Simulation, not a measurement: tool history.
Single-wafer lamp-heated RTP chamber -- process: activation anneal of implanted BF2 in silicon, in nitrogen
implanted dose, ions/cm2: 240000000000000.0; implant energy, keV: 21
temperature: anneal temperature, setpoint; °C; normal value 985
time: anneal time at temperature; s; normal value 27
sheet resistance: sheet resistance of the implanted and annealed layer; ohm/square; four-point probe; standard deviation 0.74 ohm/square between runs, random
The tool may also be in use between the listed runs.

run	hour	temperature	time	read-back reference wafer on the same gauge, sheet resistance	sheet resistance
1	0.0	971	18	580.95	509.99
# hour 7.3: gauge calibrated
2	11.1	971	18	577.72	507.63
3	25.1	985	27	578.35	496.63
4	39.0	985	27	578.42	497.52
5	52.5	967	27	578.39	509.04
6	59.5	967	27	578.54	507.18
7	72.0	967	27	578.91	509.73
# hour 84.2: reflector plate cleaned
8	85.9	985	27	579.07	498.81
9	101.7	985	23	579.95	499.16
10	114.4	1002	39	580.33	493.03
11	131.0	995	21	580.54	497.83
12	146.9	1004	21	580.93	497.99
# hour 158.8: pyrometer window cleaned and pyrometer calibrated
# hour 173.4: gauge calibrated
13	193.3	1004	21	577.57	494.19
14	202.7	966	27	577.84	507.74
15	215.2	956	42	578.02	518.34
16	226.5	1015	18	578.48	496.09
17	241.8	1006	36	578.93	492.37
18	259.7	985	27	579.45	498.85

3 ways to go on from here, each from the tool as it stands after run 18. What would each give?
A	260.1	985	27	?	?
B	260.1	965	39	?	?
C	260.1	959	20	?	?

run	read-back reference wafer on the same gauge, sheet resistance	sheet resistance
A	579.48	497.88
B	579.48	508.77
C	579.48	523.49
With the hidden condition removed and each run's random variation left untouched, the same runs would have given:
run	sheet resistance
A	496.04
B	506.89
C	521.55

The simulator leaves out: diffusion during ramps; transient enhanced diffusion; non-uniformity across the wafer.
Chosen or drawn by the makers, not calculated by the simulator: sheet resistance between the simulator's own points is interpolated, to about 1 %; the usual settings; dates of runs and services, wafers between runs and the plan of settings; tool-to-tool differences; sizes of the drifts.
